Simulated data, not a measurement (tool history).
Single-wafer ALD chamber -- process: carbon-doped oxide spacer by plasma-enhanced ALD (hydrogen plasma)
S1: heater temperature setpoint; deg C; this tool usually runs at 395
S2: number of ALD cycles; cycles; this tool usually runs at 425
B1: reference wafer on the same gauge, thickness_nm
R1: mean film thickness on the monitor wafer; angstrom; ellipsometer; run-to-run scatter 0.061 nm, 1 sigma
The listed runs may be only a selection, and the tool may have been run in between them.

run	hour	S1	S2	B1	R1
1	0	402	425	19.798	243.05
2	94.7	402	425	19.811	242.48
3	182.3	395	459	19.803	264.36
4	280.6	395	459	19.8	263.79
5	326.3	395	425	19.788	244.59
6	406.8	395	425	19.797	244.8
7	505.5	395	425	19.796	243.92
8	607.7	395	425	19.807	245.58
9	695.5	395	425	19.79	244.53
10	733.3	395	425	19.795	243.43
11	834.7	395	425	19.815	244.5
12	920	395	425	19.8	244.41
13	983.3	395	425	19.801	245.2
14	1032.1	386	425	19.796	245.04
15	1089.8	395	425	19.801	244.23
16	1153.4	391	376	19.815	216.59
17	1376	391	376	19.798	215.91
18	1426.7	395	425	19.807	244.6
19	1534.2	395	425	19.803	243.75
20	1583.3	395	425	19.796	243.94
21	1671.7	395	376	19.795	216.26
22	1775.9	400	425	19.793	243.67
23	1824	395	425	19.795	245.31
# hour 1862: thermocouple changed; heater temperature recalibrated
24	1878.9	395	425	19.799	243.7
# hour 1930.3: gauge calibrated
25	1948.1	383	398	19.802	228.87
26	2005.8	390	458	19.803	263.67
27	2105.2	409	380	19.803	211.14
28	2164.3	395	475	19.796	273.08

What does the tool deliver on the next run?
29	2224.3	395	425	?	?

{"run 29": {"B1": 19.792, "R1": 244.01}}
Without the tool's hidden state the same run would have given R1 244.01 angstrom.
